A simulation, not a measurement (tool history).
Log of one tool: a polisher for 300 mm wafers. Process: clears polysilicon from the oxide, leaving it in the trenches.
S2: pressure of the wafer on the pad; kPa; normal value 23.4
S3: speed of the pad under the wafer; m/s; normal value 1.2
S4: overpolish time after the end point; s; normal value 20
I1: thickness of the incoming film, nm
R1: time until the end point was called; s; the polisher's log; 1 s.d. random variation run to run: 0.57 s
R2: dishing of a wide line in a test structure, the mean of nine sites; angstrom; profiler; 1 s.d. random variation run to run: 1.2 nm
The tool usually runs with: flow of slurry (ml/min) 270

{"run": 1, "hour": 0.0, "flow of slurry (ml/min)": 270, "S2": 21.4, "S3": 1.2, "S4": 20, "I1": 734.3, "R1": 53.9, "R2": 824}
{"hour": 25.8, "done": "worn pad replaced by a new one"}
{"run": 2, "hour": 26.6, "flow of slurry (ml/min)": 270, "S2": 21.4, "S3": 1.2, "S4": 20, "I1": 720.7, "R1": 45, "R2": 832}
{"run": 3, "hour": 47.6, "flow of slurry (ml/min)": 270, "S2": 21.4, "S3": 1.2, "S4": 20, "I1": 724.1, "R1": 47.2, "R2": 847}
{"run": 4, "hour": 79.0, "flow of slurry (ml/min)": 270, "S2": 23.4, "S3": 1.2, "S4": 20, "I1": 719.7, "R1": 45.5, "R2": 852}
{"run": 5, "hour": 108.6, "flow of slurry (ml/min)": 320, "S2": 23.4, "S3": 1.2, "S4": 20, "I1": 714.8, "R1": 45.4, "R2": 840}
{"hour": 157.3, "done": "worn pad replaced by a new one"}
{"run": 6, "hour": 161.2, "flow of slurry (ml/min)": 320, "S2": 23.4, "S3": 1.2, "S4": 20, "I1": 732.4, "R1": 42.2, "R2": 839}
{"run": 7, "hour": 191.1, "flow of slurry (ml/min)": 270, "S2": 23.4, "S3": 1.2, "S4": 20, "I1": 740.4, "R1": 46.4, "R2": 830}
{"run": 8, "hour": 220.7, "flow of slurry (ml/min)": 270, "S2": 23.4, "S3": 1.2, "S4": 20, "I1": 739.8, "R1": 48.3, "R2": 798}
{"run": 9, "hour": 252.7, "flow of slurry (ml/min)": 270, "S2": 23.4, "S3": 1.2, "S4": 20, "I1": 719.8, "R1": 47.2, "R2": 827}
{"hour": 283.5, "done": "worn pad replaced by a new one"}
{"run": 10, "hour": 284.3, "flow of slurry (ml/min)": 270, "S2": 29, "S3": 1.2, "S4": 20, "I1": 729.8, "R1": 35, "R2": 850}
{"run": 11, "hour": 318.7, "flow of slurry (ml/min)": 270, "S2": 29, "S3": 1.2, "S4": 20, "I1": 721, "R1": 35.5, "R2": 853}
{"run": 12, "hour": 348.3, "flow of slurry (ml/min)": 360, "S2": 23.4, "S3": 1.2, "S4": 20, "I1": 745.4, "R1": 47.1, "R2": 841}
{"run": 13, "hour": 360.7, "flow of slurry (ml/min)": 270, "S2": 15.2, "S3": 1.2, "S4": 17, "I1": 724.1, "R1": 71, "R2": 741}
{"hour": 363.9, "done": "slurry nozzle cleaned"}
{"hour": 383.2, "done": "worn pad replaced by a new one, of another model than before"}
{"run": 14, "hour": 384.3, "flow of slurry (ml/min)": 270, "S2": 23.4, "S3": 1.2, "S4": 20, "I1": 734.2, "R1": 42.9, "R2": 846}
{"run": 15, "hour": 408.8, "flow of slurry (ml/min)": 230, "S2": 23.4, "S3": 1.2, "S4": 27, "I1": 721.6, "R1": 44.7, "R2": 851}
{"hour": 428.6, "done": "head pressure recalibrated"}
{"run": 16, "hour": 431.5, "flow of slurry (ml/min)": 325, "S2": 23.4, "S3": 1.58, "S4": 20, "I1": 714.8, "R1": 38.3, "R2": 864}
{"run": 17, "hour": 447.4, "flow of slurry (ml/min)": 360, "S2": 27.6, "S3": 1.2, "S4": 8, "I1": 740.9, "R1": 42.7, "R2": 676}

Run 18 is up next; what results do you expect?
{"run": 18, "hour": 482.3, "flow of slurry (ml/min)": 180, "S2": 18.6, "S3": 0.86, "S4": 17, "I1": 721.4, "R1": "?", "R2": "?"}

{"run 18": {"R1": 66.9, "R2": 748}}
With no hidden state in the tool, this same run would have given R1 58.7 s, R2 777 angstrom.
